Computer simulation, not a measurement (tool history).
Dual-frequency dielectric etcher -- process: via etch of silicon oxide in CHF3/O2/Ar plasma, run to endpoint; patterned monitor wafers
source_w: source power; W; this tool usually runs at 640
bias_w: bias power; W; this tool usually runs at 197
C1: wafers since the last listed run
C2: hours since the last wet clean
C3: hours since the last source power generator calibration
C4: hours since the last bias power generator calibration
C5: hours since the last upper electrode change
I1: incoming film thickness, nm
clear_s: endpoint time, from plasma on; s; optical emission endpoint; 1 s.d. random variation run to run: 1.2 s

Run 1, hour 0.0: usual settings; C1 0; C2 372.5; C3 4223.0; C4 2973.1; C5 5341.2; I1 512.7. Result: clear_s 250.5 s.
Run 2, hour 32.4: usual settings; C1 117; C2 404.9; C3 4255.4; C4 3005.5; C5 5373.6; I1 503.9. Result: clear_s 244.2 s.
At hour 56.8: wet clean of the chamber.
Run 3, hour 57.3: usual settings; C1 3; C2 0.5; C3 4280.3; C4 3030.4; C5 5398.5; I1 509.8. Result: clear_s 261.0 s.
Run 4, hour 77.2: usual settings but bias_w 176 W; C1 72; C2 20.4; C3 4300.2; C4 3050.3; C5 5418.4; I1 509.7. Result: clear_s 271.6 s.
Run 5, hour 108.8: usual settings but bias_w 176 W; C1 114; C2 52.0; C3 4331.8; C4 3081.9; C5 5450.0; I1 508.6. Result: clear_s 269.7 s.
Run 6, hour 137.3: usual settings; C1 103; C2 80.5; C3 4360.3; C4 3110.4; C5 5478.5; I1 511.9. Result: clear_s 259.3 s.
Run 7, hour 149.4: usual settings but bias_w 166 W; C1 43; C2 92.6; C3 4372.4; C4 3122.5; C5 5490.6; I1 514.1. Result: clear_s 276.7 s.
Run 8, hour 168.8: usual settings; C1 70; C2 112.0; C3 4391.8; C4 3141.9; C5 5510.0; I1 510.4. Result: clear_s 256.0 s.
Run 9, hour 184.3: usual settings; C1 56; C2 127.5; C3 4407.3; C4 3157.4; C5 5525.5; I1 507.4. Result: clear_s 254.9 s.
Run 10, hour 207.2: usual settings; C1 83; C2 150.4; C3 4430.2; C4 3180.3; C5 5548.4; I1 514.2. Result: clear_s 257.5 s.
Run 11, hour 225.4: usual settings; C1 66; C2 168.6; C3 4448.4; C4 3198.5; C5 5566.6; I1 515.6. Result: clear_s 257.6 s.
Run 12, hour 237.8: usual settings but source_w 740 W; C1 45; C2 181.0; C3 4460.8; C4 3210.9; C5 5579.0; I1 512.5. Result: clear_s 238.3 s.
Run 13, hour 269.3: usual settings but source_w 740 W; C1 114; C2 212.5; C3 4492.3; C4 3242.4; C5 5610.5; I1 508.9. Result: clear_s 231.8 s.
Run 14, hour 286.0: usual settings; C1 60; C2 229.2; C3 4509.0; C4 3259.1; C5 5627.2; I1 502.4. Result: clear_s 247.7 s.
Run 15, hour 305.7: usual settings; C1 71; C2 248.9; C3 4528.7; C4 3278.8; C5 5646.9; I1 509.3. Result: clear_s 251.8 s.
Run 16, hour 320.1: usual settings but source_w 520 W; C1 52; C2 263.3; C3 4543.1; C4 3293.2; C5 5661.3; I1 511.2. Result: clear_s 282.0 s.
Run 17, hour 347.7: usual settings but source_w 510 W, bias_w 214 W; C1 100; C2 290.9; C3 4570.7; C4 3320.8; C5 5688.9; I1 511.2. Result: clear_s 275.6 s.
At hour 371.9: upper electrode replaced, of another model than before.
Run 18, hour 413.8: usual settings but source_w 770 W, bias_w 242 W; C1 152; C2 357.0; C3 4636.8; C4 3386.9; C5 41.9; I1 507.7. Result: clear_s 208.9 s.
At hour 424.1: source power generator calibrated.
Run 19, hour 429.6: usual settings but source_w 700 W, bias_w 210 W; C1 42; C2 372.8; C3 5.5; C4 3402.7; C5 57.7; I1 510.7. Result: clear_s 228.7 s.
At hour 437.7: bias power generator calibrated.
At hour 456.4: wet clean of the chamber.
Run 20, hour 461.0: usual settings but bias_w 168 W; C1 31; C2 4.6; C3 36.9; C4 23.3; C5 89.1; I1 515.9. Result: clear_s 268.6 s.
Run 21, hour 486.4: usual settings but source_w 750 W; C1 92; C2 30.0; C3 62.3; C4 48.7; C5 114.5; I1 507.6. Result: clear_s 231.1 s.
Run 22, hour 510.1: usual settings but source_w 530 W, bias_w 227 W; C1 86; C2 53.7; C3 86.0; C4 72.4; C5 138.2; I1 503.8. Result: clear_s 286.9 s.

The next listed run, before its measurement:
Run 23, hour 533.6: usual settings but bias_w 175 W; C1 85; C2 77.2; C3 109.5; C4 95.9; C5 161.7; I1 505.7. Result: clear_s ?.

{"run 23": {"clear_s": 259.8}}
With the hidden condition absent and the run-to-run variation left alone, this run would have shown clear_s 262.9 s.

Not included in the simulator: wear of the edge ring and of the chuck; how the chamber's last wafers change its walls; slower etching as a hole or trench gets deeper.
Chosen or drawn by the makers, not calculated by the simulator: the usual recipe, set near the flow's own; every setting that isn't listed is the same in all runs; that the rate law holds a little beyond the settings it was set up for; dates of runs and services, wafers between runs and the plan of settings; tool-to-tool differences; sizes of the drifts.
